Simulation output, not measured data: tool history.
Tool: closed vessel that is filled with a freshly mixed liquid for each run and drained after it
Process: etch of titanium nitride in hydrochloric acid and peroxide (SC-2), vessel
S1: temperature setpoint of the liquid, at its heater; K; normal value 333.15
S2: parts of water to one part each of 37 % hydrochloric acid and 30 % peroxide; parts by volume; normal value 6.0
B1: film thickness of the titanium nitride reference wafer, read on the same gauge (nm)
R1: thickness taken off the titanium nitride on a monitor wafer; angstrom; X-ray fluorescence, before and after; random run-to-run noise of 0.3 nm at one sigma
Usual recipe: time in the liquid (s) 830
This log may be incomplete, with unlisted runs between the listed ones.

run 1 day=0.000 | S1=326.15 S2=7.0 time_in_the_liquid_(s)=830 | B1=40.00 | R1=283.3
-- day=0.183 chemicals flow meter replaced
-- day=0.658 new drum of peroxide connected
run 2 day=3.642 | S1=326.15 S2=7.0 time_in_the_liquid_(s)=830 | B1=40.01 | R1=300.0
run 3 day=6.833 | S1=326.15 S2=7.0 time_in_the_liquid_(s)=830 | B1=40.02 | R1=296.4
run 4 day=11.062 | S1=329.65 S2=6.0 time_in_the_liquid_(s)=830 | B1=40.02 | R1=419.3
run 5 day=15.325 | S1=333.15 S2=5.5 time_in_the_liquid_(s)=450 | B1=40.01 | R1=300.9
run 6 day=17.204 | S1=333.15 S2=5.5 time_in_the_liquid_(s)=450 | B1=40.00 | R1=301.1
run 7 day=21.083 | S1=333.15 S2=6.0 time_in_the_liquid_(s)=830 | B1=40.00 | R1=512.2
run 8 day=22.929 | S1=333.15 S2=6.0 time_in_the_liquid_(s)=830 | B1=39.99 | R1=511.3
run 9 day=26.662 | S1=333.15 S2=6.0 time_in_the_liquid_(s)=830 | B1=40.01 | R1=516.1
run 10 day=29.492 | S1=333.15 S2=6.0 time_in_the_liquid_(s)=830 | B1=40.01 | R1=512.7
run 11 day=33.342 | S1=333.15 S2=6.0 time_in_the_liquid_(s)=830 | B1=40.01 | R1=511.3
run 12 day=36.992 | S1=342.65 S2=6.0 time_in_the_liquid_(s)=830 | B1=39.99 | R1=908.1
run 13 day=41.262 | S1=335.65 S2=6.0 time_in_the_liquid_(s)=830 | B1=40.00 | R1=586.7
run 14 day=43.162 | S1=339.15 S2=8.0 time_in_the_liquid_(s)=830 | B1=39.98 | R1=584.8
run 15 day=46.283 | S1=333.15 S2=6.0 time_in_the_liquid_(s)=985 | B1=40.01 | R1=596.0
run 16 day=49.921 | S1=323.15 S2=4.0 time_in_the_liquid_(s)=435 | B1=40.00 | R1=183.0
-- day=51.362 new drum of peroxide connected
run 17 day=52.967 | S1=333.15 S2=6.0 time_in_the_liquid_(s)=830 | B1=39.98 | R1=499.0
-- day=53.058 thermometer replaced
run 18 day=55.442 | S1=326.15 S2=6.0 time_in_the_liquid_(s)=830 | B1=39.97 | R1=327.5
run 19 day=58.429 | S1=333.15 S2=6.0 time_in_the_liquid_(s)=830 | B1=40.01 | R1=506.1
-- day=61.496 chemicals flow meter replaced
-- day=61.538 gauge calibrated
run 20 day=62.212 | S1=330.15 S2=7.0 time_in_the_liquid_(s)=1100 | B1=40.00 | R1=519.3
run 21 day=65.662 | S1=333.15 S2=6.0 time_in_the_liquid_(s)=830 | B1=39.99 | R1=525.6
run 22 day=68.583 | S1=328.15 S2=5.0 time_in_the_liquid_(s)=530 | B1=40.00 | R1=280.0
run 23 day=70.092 | S1=341.65 S2=6.0 time_in_the_liquid_(s)=830 | B1=39.99 | R1=892.2
run 24 day=73.917 | S1=328.65 S2=6.0 time_in_the_liquid_(s)=495 | B1=39.98 | R1=236.2
run 25 day=75.900 | S1=333.15 S2=6.0 time_in_the_liquid_(s)=830 | B1=40.01 | R1=524.8
run 26 day=78.388 | S1=333.15 S2=6.0 time_in_the_liquid_(s)=830 | B1=39.98 | R1=518.3
run 27 day=80.796 | S1=333.15 S2=5.0 time_in_the_liquid_(s)=1320 | B1=40.00 | R1=946.9
run 28 day=83.775 | S1=333.15 S2=6.0 time_in_the_liquid_(s)=830 | B1=40.01 | R1=517.6

Difference, measured minus no-hidden-state, one row per run. Run-to-run variation is common to both terms; the gauge's own scatter need not be:
Hidden conditions of the tool in this case: liquid colder than its thermometer reads (K); chemicals flow below the setpoint (%); peroxide weaker than its label (%); gauge reads high (%).
run=1 R1=-23.8
run=2 R1=-6.6
run=3 R1=-7.8
run=4 R1=-13.0
run=5 R1=-10.8
run=6 R1=-11.6
run=7 R1=-22.5
run=8 R1=-23.7
run=9 R1=-26.4
run=10 R1=-28.3
run=11 R1=-30.9
run=12 R1=-58.1
run=13 R1=-41.8
run=14 R1=-44.6
run=15 R1=-46.6
run=16 R1=-14.5
run=17 R1=-43.8
run=18 R1=-20.9
run=19 R1=-34.2
run=20 R1=-5.9
run=21 R1=-8.1
run=22 R1=-5.4
run=23 R1=-18.7
run=24 R1=-6.2
run=25 R1=-15.1
run=26 R1=-16.7
run=27 R1=-32.5
run=28 R1=-20.4

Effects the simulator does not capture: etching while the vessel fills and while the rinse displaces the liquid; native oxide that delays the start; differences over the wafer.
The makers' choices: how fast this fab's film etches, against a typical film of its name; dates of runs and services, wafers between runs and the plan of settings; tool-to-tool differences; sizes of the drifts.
